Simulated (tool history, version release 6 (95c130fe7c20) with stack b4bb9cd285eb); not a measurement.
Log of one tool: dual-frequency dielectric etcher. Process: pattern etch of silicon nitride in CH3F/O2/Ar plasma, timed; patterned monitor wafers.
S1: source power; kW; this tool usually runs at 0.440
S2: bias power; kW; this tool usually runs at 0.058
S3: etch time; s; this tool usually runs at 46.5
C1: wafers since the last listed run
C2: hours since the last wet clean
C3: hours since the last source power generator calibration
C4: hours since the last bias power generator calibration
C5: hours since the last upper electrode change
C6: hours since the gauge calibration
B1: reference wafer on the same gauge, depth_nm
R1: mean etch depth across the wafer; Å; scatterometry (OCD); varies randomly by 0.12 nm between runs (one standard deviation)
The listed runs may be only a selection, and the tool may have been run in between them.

run 1 hour=0.0 | S1=0.440 S2=0.058 S3=46.5 | C1=0 C2=568.9 C3=4844.0 C4=3743.7 C5=3203.7 C6=435.9 | B1=26.24 | R1=326.5
-- hour=68.1 wet clean of the chamber
run 2 hour=68.6 | S1=0.440 S2=0.058 S3=46.5 | C1=387 C2=0.5 C3=4912.6 C4=3812.3 C5=3272.3 C6=504.5 | B1=26.15 | R1=326.2
run 3 hour=97.5 | S1=0.440 S2=0.058 S3=46.5 | C1=250 C2=29.4 C3=4941.5 C4=3841.2 C5=3301.2 C6=533.4 | B1=26.16 | R1=325.6
run 4 hour=166.3 | S1=0.370 S2=0.058 S3=46.5 | C1=597 C2=98.2 C3=5010.3 C4=3910.0 C5=3370.0 C6=602.2 | B1=26.09 | R1=291.3
run 5 hour=228.6 | S1=0.440 S2=0.058 S3=46.5 | C1=541 C2=160.5 C3=5072.6 C4=3972.3 C5=3432.3 C6=664.5 | B1=26.07 | R1=328.1
run 6 hour=265.9 | S1=0.440 S2=0.058 S3=46.5 | C1=323 C2=197.8 C3=5109.9 C4=4009.6 C5=3469.6 C6=701.8 | B1=26.05 | R1=324.9
run 7 hour=324.1 | S1=0.440 S2=0.058 S3=46.5 | C1=505 C2=256.0 C3=5168.1 C4=4067.8 C5=3527.8 C6=760.0 | B1=26.03 | R1=326.5
-- hour=364.9 bias power generator calibrated
run 8 hour=385.3 | S1=0.440 S2=0.058 S3=46.5 | C1=496 C2=317.2 C3=5229.3 C4=20.4 C5=3589.0 C6=821.2 | B1=25.99 | R1=323.3
run 9 hour=450.3 | S1=0.440 S2=0.070 S3=46.5 | C1=564 C2=382.2 C3=5294.3 C4=85.4 C5=3654.0 C6=886.2 | B1=25.98 | R1=353.2
run 10 hour=490.1 | S1=0.510 S2=0.054 S3=46.5 | C1=345 C2=422.0 C3=5334.1 C4=125.2 C5=3693.8 C6=926.0 | B1=25.97 | R1=341.9
-- hour=534.3 upper electrode replaced
run 11 hour=539.9 | S1=0.510 S2=0.065 S3=43.0 | C1=224 C2=471.8 C3=5383.9 C4=175.0 C5=5.6 C6=975.8 | B1=25.94 | R1=342.5
-- hour=560.5 source power generator calibrated
run 12 hour=598.8 | S1=0.440 S2=0.058 S3=46.5 | C1=476 C2=530.7 C3=38.3 C4=233.9 C5=64.5 C6=1034.7 | B1=25.97 | R1=324.8
run 13 hour=667.0 | S1=0.440 S2=0.058 S3=43.0 | C1=592 C2=598.9 C3=106.5 C4=302.1 C5=132.7 C6=1102.9 | B1=25.94 | R1=300.2
-- hour=753.8 wet clean of the chamber
-- hour=773.1 gauge calibrated
run 14 hour=807.0 | S1=0.380 S2=0.058 S3=38.0 | C1=1007 C2=53.2 C3=246.5 C4=442.1 C5=272.7 C6=33.9 | B1=26.62 | R1=246.1
run 15 hour=949.9 | S1=0.360 S2=0.062 S3=46.5 | C1=1241 C2=196.1 C3=389.4 C4=585.0 C5=415.6 C6=176.8 | B1=26.33 | R1=297.8
run 16 hour=980.6 | S1=0.490 S2=0.067 S3=46.5 | C1=266 C2=226.8 C3=420.1 C4=615.7 C5=446.3 C6=207.5 | B1=26.24 | R1=374.3

Each row is a separate what-if for the run after 16, all from the same tool condition, not one after another. Results?
run A hour=981.0 | S1=0.330 S2=0.058 S3=46.5 | C1=3 C2=227.2 C3=420.5 C4=616.1 C5=446.7 C6=207.9 | B1=? | R1=?
run B hour=981.0 | S1=0.440 S2=0.058 S3=35.0 | C1=3 C2=227.2 C3=420.5 C4=616.1 C5=446.7 C6=207.9 | B1=? | R1=?
run C hour=981.0 | S1=0.440 S2=0.049 S3=46.5 | C1=3 C2=227.2 C3=420.5 C4=616.1 C5=446.7 C6=207.9 | B1=? | R1=?
run D hour=981.0 | S1=0.390 S2=0.048 S3=55.5 | C1=3 C2=227.2 C3=420.5 C4=616.1 C5=446.7 C6=207.9 | B1=? | R1=?
run E hour=981.0 | S1=0.390 S2=0.046 S3=38.0 | C1=3 C2=227.2 C3=420.5 C4=616.1 C5=446.7 C6=207.9 | B1=? | R1=?

run=A B1=26.27 R1=269.5
run=B B1=26.27 R1=246.9
run=C B1=26.27 R1=303.0
run=D B1=26.27 R1=330.9
run=E B1=26.27 R1=221.9
With no hidden state in the tool, these same runs would have given:
run=A R1=276.2
run=B R1=253.0
run=C R1=310.5
run=D R1=339.1
run=E R1=227.4

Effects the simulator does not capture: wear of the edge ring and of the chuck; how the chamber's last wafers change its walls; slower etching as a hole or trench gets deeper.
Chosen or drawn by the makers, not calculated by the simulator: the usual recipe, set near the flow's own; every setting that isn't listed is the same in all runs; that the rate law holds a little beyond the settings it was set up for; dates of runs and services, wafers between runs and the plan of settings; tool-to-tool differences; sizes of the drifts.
